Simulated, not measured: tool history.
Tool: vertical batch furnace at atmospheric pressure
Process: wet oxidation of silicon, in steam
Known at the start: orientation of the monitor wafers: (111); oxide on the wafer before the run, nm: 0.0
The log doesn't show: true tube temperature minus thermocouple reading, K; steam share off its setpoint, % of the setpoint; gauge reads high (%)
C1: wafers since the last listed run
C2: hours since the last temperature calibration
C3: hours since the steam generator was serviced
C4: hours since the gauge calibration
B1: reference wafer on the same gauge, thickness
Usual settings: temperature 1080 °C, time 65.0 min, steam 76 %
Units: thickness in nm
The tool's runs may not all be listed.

Run 1, hour 0.0: usual settings but time 41.0 min; C1 0; C2 4555.2; C3 1181.8; C4 26.9; B1 738.67. Result: thickness 494.50 nm.
Run 2, hour 32.2: usual settings but time 40.5 min; C1 286; C2 4587.4; C3 1214.0; C4 59.1; B1 738.98. Result: thickness 490.74 nm.
Run 3, hour 67.6: usual settings but time 40.5 min; C1 314; C2 4622.8; C3 1249.4; C4 94.5; B1 741.27. Result: thickness 493.51 nm.
Run 4, hour 81.5: usual settings but steam 78 %; C1 123; C2 4636.7; C3 1263.3; C4 108.4; B1 740.78. Result: thickness 647.76 nm.
Run 5, hour 105.8: usual settings but steam 78 %; C1 216; C2 4661.0; C3 1287.6; C4 132.7; B1 741.81. Result: thickness 651.95 nm.
Run 6, hour 136.8: usual settings; C1 275; C2 4692.0; C3 1318.6; C4 163.7; B1 742.18. Result: thickness 642.46 nm.
Run 7, hour 149.6: usual settings; C1 113; C2 4704.8; C3 1331.4; C4 176.5; B1 743.86. Result: thickness 643.35 nm.
Run 8, hour 163.0: usual settings; C1 119; C2 4718.2; C3 1344.8; C4 189.9; B1 743.55. Result: thickness 645.44 nm.
Run 9, hour 195.6: usual settings but time 75.5 min; C1 290; C2 4750.8; C3 1377.4; C4 222.5; B1 742.84. Result: thickness 698.38 nm.
Run 10, hour 216.8: usual settings but time 75.5 min; C1 188; C2 4772.0; C3 1398.6; C4 243.7; B1 743.84. Result: thickness 697.47 nm.
Run 11, hour 236.0: usual settings but temperature 1064 °C, steam 81 %; C1 170; C2 4791.2; C3 1417.8; C4 262.9; B1 742.56. Result: thickness 625.12 nm.
At hour 278.6: gauge calibrated.
At hour 286.9: thermocouples replaced and temperature profile calibrated.
At hour 310.7: steam generator serviced.
Run 12, hour 311.2: usual settings but temperature 1062 °C, time 80.5 min; C1 244; C2 24.3; C3 0.5; C4 32.6; B1 738.52. Result: thickness 672.90 nm.
Run 13, hour 317.1: usual settings but steam 81 %; C1 52; C2 30.2; C3 6.4; C4 38.5; B1 740.19. Result: thickness 662.46 nm.
Run 14, hour 323.0: usual settings but temperature 1094 °C; C1 52; C2 36.1; C3 12.3; C4 44.4; B1 740.88. Result: thickness 674.09 nm.
Run 15, hour 349.4: usual settings but temperature 1069 °C, time 84.5 min, steam 68 %; C1 234; C2 62.5; C3 38.7; C4 70.8; B1 742.84. Result: thickness 670.32 nm.
Run 16, hour 377.9: usual settings; C1 253; C2 91.0; C3 67.2; C4 99.3; B1 742.69. Result: thickness 639.94 nm.
Run 17, hour 405.9: usual settings but temperature 1062 °C, time 42.5 min, steam 82 %; C1 249; C2 119.0; C3 95.2; C4 127.3; B1 744.91. Result: thickness 491.68 nm.
Run 18, hour 432.3: usual settings but temperature 1092 °C, time 96.0 min, steam 85 %; C1 234; C2 145.4; C3 121.6; C4 153.7; B1 743.11. Result: thickness 880.51 nm.
Run 19, hour 453.9: usual settings but steam 81 %; C1 192; C2 167.0; C3 143.2; C4 175.3; B1 745.45. Result: thickness 667.19 nm.
Run 20, hour 488.3: usual settings but time 44.0 min, steam 84 %; C1 306; C2 201.4; C3 177.6; C4 209.7; B1 746.12. Result: thickness 549.30 nm.

4 ways to go on from here, each from the tool as it stands after run 20. What would each give?
Run A, hour 494.3: usual settings but time 42.5 min; C1 53; C2 207.4; C3 183.6; C4 215.7; B1 ?. Result: thickness ?.
Run B, hour 494.3: usual settings but temperature 1067 °C, time 92.5 min; C1 53; C2 207.4; C3 183.6; C4 215.7; B1 ?. Result: thickness ?.
Run C, hour 494.3: usual settings but temperature 1100 °C, steam 67 %; C1 53; C2 207.4; C3 183.6; C4 215.7; B1 ?. Result: thickness ?.
Run D, hour 494.3: usual settings but temperature 1088 °C, steam 66 %; C1 53; C2 207.4; C3 183.6; C4 215.7; B1 ?. Result: thickness ?.

run      B1  thickness
  A  744.96     506.86
  B  744.96     741.06
  C  744.96     641.05
  D  744.96     610.66
Without the tool's hidden state the same runs would have given:
run  thickness
  A     500.33
  B     731.50
  C     632.78
  D     602.78
